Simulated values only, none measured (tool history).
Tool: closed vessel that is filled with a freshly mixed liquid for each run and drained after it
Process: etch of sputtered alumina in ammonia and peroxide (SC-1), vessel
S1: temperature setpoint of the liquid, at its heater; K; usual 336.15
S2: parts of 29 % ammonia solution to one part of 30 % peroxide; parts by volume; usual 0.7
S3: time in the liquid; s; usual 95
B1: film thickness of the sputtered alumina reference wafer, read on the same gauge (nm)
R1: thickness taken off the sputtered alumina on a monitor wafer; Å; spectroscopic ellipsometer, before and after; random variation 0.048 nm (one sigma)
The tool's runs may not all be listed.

Run 1, day 0: usual settings; B1 90.01. Result: R1 90.9 Å.
Run 2, day 3.625: usual settings; B1 90.01. Result: R1 91.6 Å.
Run 3, day 6.833: usual settings but S2 0.55 parts by volume; B1 90. Result: R1 89.7 Å.
Run 4, day 8.696: usual settings but S2 0.55 parts by volume; B1 90.01. Result: R1 90.1 Å.
Run 5, day 12.533: usual settings; B1 90. Result: R1 92.7 Å.
Run 6, day 16.925: usual settings; B1 90.01. Result: R1 93 Å.
Run 7, day 18.804: usual settings; B1 89.99. Result: R1 92.9 Å.
Run 8, day 20.638: usual settings; B1 90. Result: R1 94.3 Å.
At day 21.7: new drum of ammonia solution connected.
Run 9, day 22.479: usual settings; B1 89.98. Result: R1 93.3 Å.
At day 24.146: thermometer replaced.
Run 10, day 32.917: usual settings; B1 90.01. Result: R1 98.7 Å.
At day 33.688: thermometer replaced, repeated, since the last time left the tool worse.
Run 11, day 35.138: usual settings; B1 89.99. Result: R1 84.8 Å.
At day 35.196: gauge calibrated.
Run 12, day 38.1: usual settings; B1 90. Result: R1 84.6 Å.
Run 13, day 42.3: usual settings; B1 90. Result: R1 86.2 Å.
Run 14, day 44.354: usual settings but S1 329.15 K, S3 55 s; B1 89.99. Result: R1 34.8 Å.
Run 15, day 47.85: usual settings; B1 90.01. Result: R1 86.7 Å.
At day 48.433: ammonia flow meter replaced.
Run 16, day 49.525: usual settings but S1 343.15 K, S2 0.8 parts by volume, S3 45 s; B1 90. Result: R1 58.1 Å.
Run 17, day 52.158: usual settings but S2 0.85 parts by volume; B1 90.01. Result: R1 88.3 Å.
Run 18, day 55.938: usual settings but S1 328.15 K, S2 0.8 parts by volume; B1 89.98. Result: R1 58.3 Å.
Run 19, day 58.288: usual settings but S2 0.9 parts by volume; B1 90. Result: R1 88.3 Å.

The next listed run, before its measurement:
Run 20, day 61.171: usual settings but S3 140 s; B1 ?. Result: R1 ?.

Run 20 gave B1 90.01, R1 128.5 Å.
Without the tool's hidden state the same run would have given R1 124.7 Å.
